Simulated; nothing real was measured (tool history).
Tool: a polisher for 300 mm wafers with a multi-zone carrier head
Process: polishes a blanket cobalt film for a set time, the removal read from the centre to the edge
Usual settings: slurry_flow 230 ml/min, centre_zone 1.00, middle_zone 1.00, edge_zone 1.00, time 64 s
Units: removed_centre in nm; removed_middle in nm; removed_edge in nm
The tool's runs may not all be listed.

run,hour,slurry_flow,centre_zone,middle_zone,edge_zone,time,"incoming thickness of the incoming film, nm",removed_centre,removed_middle,removed_edge
1,0.0,170,1.00,1.00,1.00,64,1347.9,285.4,291.3,289.9
2,98.6,230,1.00,0.92,1.00,57,1338.9,276.1,250.6,267.5
3,181.4,230,1.00,0.92,1.00,57,1349.0,274.3,248.8,261.4
4,250.6,230,1.00,1.00,1.06,50,1329.6,238.3,236.3,239.1
# hour 256.1: worn pad replaced by a new one
# hour 266.2: slurry nozzle cleaned
5,299.9,230,1.00,1.00,1.00,64,1330.9,298.3,302.3,296.9
6,383.5,200,1.09,0.92,0.97,64,1353.3,323.2,277.5,286.2
# hour 466.8: edge zone pressure recalibrated
7,486.1,230,1.00,0.96,0.91,64,1349.4,297.0,292.3,283.7
8,535.6,230,1.00,1.00,1.00,64,1368.4,291.8,301.6,296.9
# hour 573.1: carrier head's membrane replaced by a new one
9,609.9,200,0.96,1.00,0.93,77,1318.4,332.1,357.7,339.0
# hour 667.6: worn pad replaced by a new one
10,676.8,230,1.00,1.00,1.06,50,1354.1,224.0,237.0,239.6
11,725.1,230,1.00,1.00,1.00,64,1328.8,287.2,301.1,298.8
12,788.9,230,1.00,0.92,1.00,57,1351.0,248.2,251.8,266.6
# hour 795.3: centre zone pressure recalibrated
13,848.3,230,1.00,1.08,1.00,80,1342.0,376.1,400.5,376.6
14,940.3,230,1.00,1.00,0.90,64,1347.0,294.8,301.8,283.4
15,1020.3,230,1.04,0.96,1.00,48,1320.4,234.3,220.0,230.7
# hour 1070.0: slurry nozzle cleaned
16,1100.9,230,1.00,1.00,1.09,51,1326.3,231.7,239.7,243.5
17,1165.5,230,1.00,1.00,1.00,64,1337.5,294.0,302.4,300.0
# hour 1178.6: worn pad replaced by a new one
18,1262.1,230,1.00,1.00,1.00,76,1323.0,354.9,362.4,354.7
# hour 1335.0: carrier head's membrane replaced by a new one
19,1364.2,230,1.00,1.00,1.00,75,1352.2,342.7,354.9,351.7
20,1428.7,230,1.00,1.00,1.06,64,1359.8,288.0,297.8,298.7
21,1482.3,230,0.90,1.05,1.07,64,1323.2,263.3,312.9,306.1
22,1539.9,230,1.07,1.08,1.00,64,1312.8,304.0,317.5,291.7

4 ways to go on from here, each from the tool as it stands after run 22. What would each give?
A,1540.3,230,1.00,1.00,1.00,64,1347.1,?,?,?
B,1540.3,230,1.00,1.06,1.00,64,1347.1,?,?,?
C,1540.3,310,1.00,1.00,1.00,54,1347.1,?,?,?
D,1540.3,270,0.89,1.10,1.07,64,1347.1,?,?,?

run,removed_centre,removed_middle,removed_edge
A,284.3,302.0,290.4
B,284.4,316.1,290.2
C,249.3,263.8,251.6
D,258.5,332.4,304.4
Without the tool's hidden state the same runs would have given:
run,removed_centre,removed_middle,removed_edge
A,299.0,301.9,290.4
B,299.1,316.1,290.2
C,262.2,263.8,251.6
D,272.1,332.3,304.4
